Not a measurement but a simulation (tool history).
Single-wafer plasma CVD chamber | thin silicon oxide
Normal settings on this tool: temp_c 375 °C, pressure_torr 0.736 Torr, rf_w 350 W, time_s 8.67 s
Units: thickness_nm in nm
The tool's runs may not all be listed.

run	hour	temp_c	pressure_torr	rf_w	time_s	read-back reference wafer on the same gauge, thickness_nm	thickness_nm
1	0	375	0.736	370	7.99	15.308	17.08
2	15.4	375	0.736	370	7.99	15.289	17.159
3	27.2	364	0.736	350	8.67	15.29	18.135
4	43.6	364	0.736	350	8.67	15.29	18.228
5	52.4	364	0.736	350	8.67	15.302	18.226
6	67.4	375	0.736	350	8.67	15.301	18.143
7	82.7	375	0.736	295	8.67	15.294	16.641
8	89.9	375	0.736	350	8.67	15.299	18.138
# hour 98.4: thermocouple changed; heater temperature recalibrated
9	104.3	375	0.736	320	9.87	15.3	19.593
10	112.1	386	0.736	350	8.67	15.296	17.999
11	124.3	375	0.736	350	8.18	15.309	16.956
12	135	375	0.736	320	9.87	15.3	19.773
13	147.7	375	0.736	350	8.67	15.293	18.053
14	154.7	384	0.797	285	7.68	15.303	15.463
15	161.1	375	0.736	350	10.3	15.305	21.553
16	173.1	369	0.879	350	9.16	15.305	22.325
# hour 182.8: RF generator calibrated
17	189.6	375	0.866	415	8.67	15.302	22.315
# hour 202.7: showerhead replaced
18	203.2	367	0.602	350	8.67	15.298	14.985
19	211.3	384	0.801	350	8.67	15.293	19.209
# hour 227: capacitance manometer re-zeroed and calibrated
20	245.8	380	0.791	350	8.67	15.301	17.749
21	260.4	385	0.649	350	8.67	15.298	14.61
22	273.3	375	0.736	350	8.67	15.299	16.806
23	283.6	368	0.736	350	8.67	15.308	16.908
24	301.1	379	0.736	325	8.67	15.298	16.337
25	311.5	375	0.809	350	7.89	15.294	16.716
26	322.1	375	0.618	350	7.47	15.294	12.121
27	332	375	0.736	350	8.67	15.302	16.899
28	344.7	375	0.881	290	9.77	15.311	20.478
29	354.6	375	0.736	350	8.67	15.303	17.097

Predict each of these 4 candidate next runs independently; none follows another, all start after run 29:
A	355	375	0.736	350	8.67	?	?
B	355	384	0.905	350	7.78	?	?
C	355	362	0.915	295	7.11	?	?
D	355	368	0.642	350	8.67	?	?

run	read-back reference wafer on the same gauge, thickness_nm	thickness_nm
A	15.303	16.977
B	15.303	18.176
C	15.303	15.673
D	15.303	14.827
What these runs would have given with no unlogged condition in the tool:
run	thickness_nm
A	16.598
B	17.838
C	15.382
D	14.477

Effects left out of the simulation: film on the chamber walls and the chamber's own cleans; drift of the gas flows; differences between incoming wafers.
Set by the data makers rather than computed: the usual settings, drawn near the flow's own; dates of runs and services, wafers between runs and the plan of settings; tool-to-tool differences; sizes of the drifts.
